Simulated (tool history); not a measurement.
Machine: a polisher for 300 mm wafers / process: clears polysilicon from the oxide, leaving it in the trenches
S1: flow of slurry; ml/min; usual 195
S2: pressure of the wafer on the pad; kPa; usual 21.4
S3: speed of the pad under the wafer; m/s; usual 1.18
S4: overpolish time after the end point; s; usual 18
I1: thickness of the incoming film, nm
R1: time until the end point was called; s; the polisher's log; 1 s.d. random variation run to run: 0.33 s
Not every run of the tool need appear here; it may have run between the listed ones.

run,hour,S1,S2,S3,S4,I1,R1
1,0.0,195,21.4,1.18,21,465.5,32.1
# hour 7.4: head pressure recalibrated
2,70.4,195,21.4,1.18,21,457.2,31.5
3,132.6,195,21.4,1.18,21,460.7,31.4
4,196.5,195,21.4,1.18,18,467.9,31.9
# hour 207.1: worn pad replaced by a new one
5,250.2,195,21.4,1.18,18,464.5,31.4
6,345.5,195,24.8,1.18,18,460.0,27.8
7,400.3,195,21.4,1.50,18,461.5,24.8
# hour 478.8: slurry nozzle cleaned
# hour 487.4: head pressure recalibrated
# hour 555.3: worn pad replaced by a new one
8,610.1,195,21.4,1.50,18,454.6,24.8
9,640.5,175,21.4,1.18,18,458.4,32.0
10,676.2,175,21.4,1.18,18,459.2,32.2
11,714.4,175,21.4,1.18,18,457.0,32.7
12,759.7,195,26.9,1.18,18,454.3,25.4
13,815.0,195,21.4,1.18,18,459.4,31.6
14,841.1,195,21.4,1.18,18,465.3,32.0
15,868.5,195,21.4,1.18,18,455.8,31.1
# hour 888.8: worn pad replaced by a new one
16,932.3,195,21.4,1.18,21,454.9,30.8
# hour 938.0: head pressure recalibrated
17,999.9,235,18.6,0.80,24,454.8,50.5
18,1075.4,195,21.4,1.38,18,461.3,27.0
19,1100.0,195,21.4,1.18,18,456.5,31.6
20,1156.3,195,21.4,1.18,18,464.7,32.2
21,1182.2,195,21.4,1.60,9,456.9,23.8
# hour 1211.7: slurry nozzle cleaned
# hour 1224.8: worn pad replaced by a new one
22,1253.8,195,21.4,1.18,22,467.8,32.2
23,1286.6,195,21.4,1.02,28,460.6,36.0
24,1335.0,195,15.2,1.48,12,458.9,34.4
# hour 1369.3: head pressure recalibrated
25,1382.3,195,14.5,1.30,18,455.6,40.5
26,1415.0,195,21.4,1.18,18,467.4,32.6
27,1474.7,240,18.6,1.18,24,461.4,35.6
28,1542.9,220,21.4,1.18,18,462.0,31.4

Give the tool's hidden conditions for every run:
removal rate lost through wear of the pad, %: 0 across all the runs
slurry flow missing at the pad, %: 0 across all the runs
deviation of the head's pressure from its setpoint, %: 0 across all the runs
